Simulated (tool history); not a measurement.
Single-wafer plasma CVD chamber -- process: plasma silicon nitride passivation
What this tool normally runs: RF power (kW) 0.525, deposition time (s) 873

run	hour	RF power (kW)	deposition time (s)	read-back reference wafer on the same gauge, thickness_nm	mean film thickness on the monitor wafer (Å)
1	0	0.525	987	1120.23	15177.06
2	47.7	0.525	987	1119.925	15207.92
3	101.1	0.525	985	1119.929	15172.57
4	161.7	0.525	985	1119.948	15121.88
5	214.7	0.6	873	1120.283	13896.14
6	242.8	0.6	873	1119.759	13851.25
# hour 249.3: gauge calibrated
7	279.9	0.6	873	1120.05	13820.95
# hour 293.4: showerhead replaced
8	341.9	0.445	714	1119.542	10524.47
9	382.9	0.585	965	1119.943	15192.55
10	422.6	0.555	773	1119.828	11990.97
11	468.4	0.48	873	1120.038	13094.31
# hour 487.6: RF generator calibrated
12	517.5	0.43	801	1119.748	11891.88
13	576.4	0.525	985	1120.165	15288.34
14	636.4	0.525	873	1119.737	13574.36
15	682.1	0.445	714	1119.938	10704.2

Each row is a separate what-if for the run after 15, all from the same tool condition, not one after another. Results?
A	682.7	0.525	873	?	?
B	682.7	0.56	1034	?	?
C	682.7	0.43	987	?	?
D	682.7	0.555	974	?	?

run	read-back reference wafer on the same gauge, thickness_nm	mean film thickness on the monitor wafer (Å)
A	1120.186	13539.73
B	1120.186	16292.4
C	1120.186	14595.13
D	1120.186	15313.13
Without the tool's unlogged condition, the same runs would have read:
run	mean film thickness on the monitor wafer (Å)
A	13544.2
B	16297.77
C	14599.94
D	15318.18
